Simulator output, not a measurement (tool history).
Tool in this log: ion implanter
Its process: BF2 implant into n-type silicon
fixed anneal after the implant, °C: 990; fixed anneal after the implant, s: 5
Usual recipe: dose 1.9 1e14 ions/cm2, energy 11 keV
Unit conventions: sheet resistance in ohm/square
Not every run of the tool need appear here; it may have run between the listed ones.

run	hour	dose	energy	read-back reference wafer on the same gauge, sheet resistance	sheet resistance
1	0	2.22	11	641.99	574.1
2	20.7	1.9	11	642.09	651.35
3	52.9	1.9	13	642.12	629.69
4	69	1.9	13	641.82	630.93
5	130.4	1.9	11	642.11	650.76
6	166.5	1.9	11	641.94	650.7
7	182.4	1.9	11	642.49	649.07
8	216.2	2.25	13	641.72	546.97
# hour 244.2: Faraday cup replaced and dose calibrated
9	246.9	2.25	13	641.66	528.51
10	275.6	2.25	13	642.08	530.98
11	299	1.9	12.5	642.08	613.76
12	320.1	1.9	12.5	641.95	616.69
13	341.4	1.55	13	642.06	732.83
14	360.9	1.55	13	642.23	734.82
15	462.3	1.55	13	642.05	738.12
16	475.7	2.45	11	642.13	525.02
# hour 496.3: gauge calibrated
17	508.3	1.9	11	641.97	635.78
18	520.8	1.9	14.5	642.02	606.84
# hour 541.8: extraction supply calibrated
19	542.5	2.4	8.5	641.91	583.68
20	575.5	2.43	8	641.84	596.42
21	593	1.53	14	642.29	743.85
22	608.2	1.43	9.5	641.98	826.22

What does the tool deliver on the next run?
23	637.5	1.9	9	?	?

Logged for run 23: read-back reference wafer on the same gauge, sheet resistance 641.89, sheet resistance 673.66 ohm/square.
On a tool with no hidden condition, and with the same random variation, this run would have come out at sheet resistance 666 ohm/square.
